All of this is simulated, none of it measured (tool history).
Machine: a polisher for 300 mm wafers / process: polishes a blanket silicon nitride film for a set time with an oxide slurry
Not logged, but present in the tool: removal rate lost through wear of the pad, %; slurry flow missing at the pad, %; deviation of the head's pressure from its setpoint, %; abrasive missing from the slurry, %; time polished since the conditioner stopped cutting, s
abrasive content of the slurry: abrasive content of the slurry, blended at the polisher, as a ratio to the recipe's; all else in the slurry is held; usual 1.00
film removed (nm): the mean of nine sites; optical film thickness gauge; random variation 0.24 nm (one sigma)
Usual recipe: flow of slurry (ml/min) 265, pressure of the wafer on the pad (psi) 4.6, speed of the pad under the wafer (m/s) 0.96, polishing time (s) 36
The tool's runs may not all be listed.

run     day  flow of slurry (ml/min)  pressure of the wafer on the pad (psi)  speed of the pad under the wafer (m/s)  abrasive content of the slurry  polishing time (s)  wafers since the last listed run  wafers polished on this pad  hours since the slurry nozzle was cleaned  hours since the head pressure was calibrated  hours since the slurry blender was calibrated  hours since the conditioning disc was replaced  incoming thickness of the incoming film, nm  film removed (nm)
  1   0.000                      265                                     4.6                                    0.96                            1.00                  36                                 0                          335                                       99.1                                         349.7                                          348.3                                           254.0                                        448.7               25.0
      1.162  -- slurry blender recalibrated
  2   2.833                      265                                     4.6                                    0.96                            1.00                  36                               483                          819                                      167.1                                         417.7                                           40.1                                           322.0                                        450.0               25.8
      5.525  -- worn pad replaced by a new one
  3   5.546                      265                                     5.7                                    0.96                            1.00                  36                               447                            3                                      232.2                                         482.8                                          105.2                                           387.1                                        450.9               28.8
  4   8.788                      265                                     5.7                                    0.96                            1.00                  36                               570                          573                                      310.0                                         560.6                                          183.0                                           464.9                                        445.6               27.9
      9.479  -- conditioning disc replaced and pad reconditioned
  5  12.704                      265                                     4.6                                    0.96                            1.00                  36                               674                         1248                                      404.0                                         654.6                                          277.0                                            77.4                                        444.6               25.5
     14.950  -- worn pad replaced by a new one
     14.979  -- slurry blender recalibrated
  6  15.271                      265                                     4.6                                    0.96                            1.00                  36                               416                           50                                      465.6                                         716.2                                            7.0                                           139.0                                        459.8               26.3
  7  18.512                      265                                     4.6                                    0.96                            1.00                  36                               570                          621                                      543.4                                         794.0                                           84.8                                           216.8                                        447.5               26.2
     21.438  -- head pressure recalibrated
  8  21.558                      265                                     4.6                                    0.96                            1.00                  36                               521                         1142                                      616.5                                           2.9                                          157.9                                           289.9                                        446.3               24.9
     24.700  -- worn pad replaced by a new one
  9  25.162                      325                                     4.6                                    0.88                            1.00                  36                               604                           81                                      703.0                                          89.4                                          244.4                                           376.4                                        456.9               23.6
     27.388  -- conditioning disc replaced and pad reconditioned
 10  27.975                      265                                     4.6                                    0.96                            1.00                  43                               480                          561                                      770.5                                         156.9                                          311.9                                            14.1                                        445.8               30.6
     30.246  -- slurry nozzle cleaned
     30.396  -- slurry blender recalibrated
 11  30.642                      265                                     4.6                                    0.96                            0.85                  41                               447                         1008                                        9.5                                         220.9                                            5.9                                            78.1                                        453.0               28.3
     33.083  -- worn pad replaced by a new one
 12  36.438                      265                                     4.6                                    0.96                            1.00                  36                               990                          589                                      148.6                                         360.0                                          145.0                                           217.2                                        455.9               25.5
 13  39.388                      185                                     4.6                                    1.04                            0.75                  31                               519                         1108                                      219.4                                         430.8                                          215.8                                           288.0                                        447.9               19.4
     41.246  -- worn pad replaced by a new one
 14  42.608                      265                                     4.6                                    0.96                            1.00                  36                               537                          239                                      296.7                                         508.1                                          293.1                                           365.3                                        452.5               24.2

Difference, measured minus no-hidden-state, one row per run. Run-to-run variation is common to both terms; the gauge's own scatter need not be:
run  film removed (nm)
  1               -1.9
  2               -1.2
  3               -2.4
  4               -3.3
  5               -1.6
  6               -0.9
  7               -1.4
  8               -2.0
  9               -2.5
 10               -2.1
 11               -0.7
 12               -1.6
 13               -1.8
 14               -2.8
